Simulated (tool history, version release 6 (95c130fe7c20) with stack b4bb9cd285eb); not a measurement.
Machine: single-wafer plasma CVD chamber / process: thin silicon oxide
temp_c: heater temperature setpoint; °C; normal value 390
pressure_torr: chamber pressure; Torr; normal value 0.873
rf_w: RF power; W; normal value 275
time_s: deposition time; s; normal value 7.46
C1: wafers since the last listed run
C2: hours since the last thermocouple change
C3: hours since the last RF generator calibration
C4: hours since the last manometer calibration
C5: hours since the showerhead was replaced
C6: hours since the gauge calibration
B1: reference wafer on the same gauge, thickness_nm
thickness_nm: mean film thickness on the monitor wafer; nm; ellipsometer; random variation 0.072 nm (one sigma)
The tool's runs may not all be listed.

run 1 hour=0 | temp_c=390 pressure_torr=0.873 rf_w=275 time_s=7.46 | C1=0 C2=1089.6 C3=1455.8 C4=888.9 C5=4426.1 C6=189.1 | B1=15.817 | thickness_nm=14.477
run 2 hour=15 | temp_c=390 pressure_torr=0.873 rf_w=275 time_s=7.46 | C1=353 C2=1104.6 C3=1470.8 C4=903.9 C5=4441.1 C6=204.1 | B1=15.793 | thickness_nm=14.54
run 3 hour=29.2 | temp_c=386 pressure_torr=0.873 rf_w=275 time_s=7.46 | C1=334 C2=1118.8 C3=1485 C4=918.1 C5=4455.3 C6=218.3 | B1=15.826 | thickness_nm=14.574
run 4 hour=49.1 | temp_c=390 pressure_torr=0.873 rf_w=250 time_s=7.46 | C1=469 C2=1138.7 C3=1504.9 C4=938 C5=4475.2 C6=238.2 | B1=15.819 | thickness_nm=13.763
run 5 hour=81.5 | temp_c=390 pressure_torr=0.873 rf_w=250 time_s=7.46 | C1=764 C2=1171.1 C3=1537.3 C4=970.4 C5=4507.6 C6=270.6 | B1=15.809 | thickness_nm=13.781
run 6 hour=102 | temp_c=390 pressure_torr=0.873 rf_w=275 time_s=7.46 | C1=483 C2=1191.6 C3=1557.8 C4=990.9 C5=4528.1 C6=291.1 | B1=15.762 | thickness_nm=14.477
run 7 hour=122.3 | temp_c=401 pressure_torr=0.873 rf_w=275 time_s=7.46 | C1=478 C2=1211.9 C3=1578.1 C4=1011.2 C5=4548.4 C6=311.4 | B1=15.833 | thickness_nm=14.305
run 8 hour=140.5 | temp_c=390 pressure_torr=0.873 rf_w=275 time_s=7.46 | C1=429 C2=1230.1 C3=1596.3 C4=1029.4 C5=4566.6 C6=329.6 | B1=15.804 | thickness_nm=14.554
run 9 hour=175.1 | temp_c=390 pressure_torr=0.873 rf_w=275 time_s=7.46 | C1=816 C2=1264.7 C3=1630.9 C4=1064 C5=4601.2 C6=364.2 | B1=15.809 | thickness_nm=14.317
run 10 hour=207.5 | temp_c=390 pressure_torr=0.873 rf_w=275 time_s=7.46 | C1=764 C2=1297.1 C3=1663.3 C4=1096.4 C5=4633.6 C6=396.6 | B1=15.812 | thickness_nm=14.454
run 11 hour=242.4 | temp_c=390 pressure_torr=0.873 rf_w=275 time_s=7.46 | C1=823 C2=1332 C3=1698.2 C4=1131.3 C5=4668.5 C6=431.5 | B1=15.796 | thickness_nm=14.459
run 12 hour=254.6 | temp_c=390 pressure_torr=0.873 rf_w=275 time_s=7.46 | C1=287 C2=1344.2 C3=1710.4 C4=1143.5 C5=4680.7 C6=443.7 | B1=15.779 | thickness_nm=14.439
run 13 hour=269.6 | temp_c=390 pressure_torr=0.767 rf_w=235 time_s=7.46 | C1=353 C2=1359.2 C3=1725.4 C4=1158.5 C5=4695.7 C6=458.7 | B1=15.811 | thickness_nm=11.48
-- hour=282.5 showerhead replaced
run 14 hour=294.9 | temp_c=390 pressure_torr=0.873 rf_w=275 time_s=8.35 | C1=408 C2=1384.5 C3=1750.7 C4=1183.8 C5=12.4 C6=484 | B1=15.784 | thickness_nm=16.182
-- hour=311.4 capacitance manometer re-zeroed and calibrated
run 15 hour=313 | temp_c=390 pressure_torr=0.873 rf_w=275 time_s=8.92 | C1=238 C2=1402.6 C3=1768.8 C4=1.6 C5=30.5 C6=502.1 | B1=15.809 | thickness_nm=17.218
-- hour=345.4 RF generator calibrated
run 16 hour=345.9 | temp_c=390 pressure_torr=0.873 rf_w=315 time_s=8.32 | C1=587 C2=1435.5 C3=0.5 C4=34.5 C5=63.4 C6=535 | B1=15.792 | thickness_nm=17.221
run 17 hour=371.5 | temp_c=399 pressure_torr=0.979 rf_w=275 time_s=7.46 | C1=603 C2=1461.1 C3=26.1 C4=60.1 C5=89 C6=560.6 | B1=15.822 | thickness_nm=16.041
-- hour=384.3 thermocouple changed; heater temperature recalibrated
-- hour=399 gauge calibrated
run 18 hour=426.8 | temp_c=390 pressure_torr=0.873 rf_w=290 time_s=7.46 | C1=1115 C2=42.5 C3=81.4 C4=115.4 C5=144.3 C6=27.8 | B1=15.765 | thickness_nm=14.669
run 19 hour=444.9 | temp_c=384 pressure_torr=0.708 rf_w=315 time_s=8.61 | C1=426 C2=60.6 C3=99.5 C4=133.5 C5=162.4 C6=45.9 | B1=15.815 | thickness_nm=14.165
run 20 hour=465.3 | temp_c=375 pressure_torr=0.873 rf_w=275 time_s=7.46 | C1=481 C2=81 C3=119.9 C4=153.9 C5=182.8 C6=66.3 | B1=15.814 | thickness_nm=14.615
run 21 hour=481.5 | temp_c=390 pressure_torr=0.873 rf_w=235 time_s=6.94 | C1=382 C2=97.2 C3=136.1 C4=170.1 C5=199 C6=82.5 | B1=15.784 | thickness_nm=12.222
run 22 hour=503.7 | temp_c=390 pressure_torr=0.873 rf_w=275 time_s=7.46 | C1=523 C2=119.4 C3=158.3 C4=192.3 C5=221.2 C6=104.7 | B1=15.796 | thickness_nm=14.561
run 23 hour=532.7 | temp_c=378 pressure_torr=0.873 rf_w=275 time_s=8.66 | C1=684 C2=148.4 C3=187.3 C4=221.3 C5=250.2 C6=133.7 | B1=15.798 | thickness_nm=16.826

Give the tool's hidden conditions for every run:
wafer temperature above the value expected at the setpoint (K): 0 in every run
delivered RF power above the setpoint (%): 0 in every run
true pressure above the setpoint (%): 0 in every run
gauge reads high (%): 0 in every run
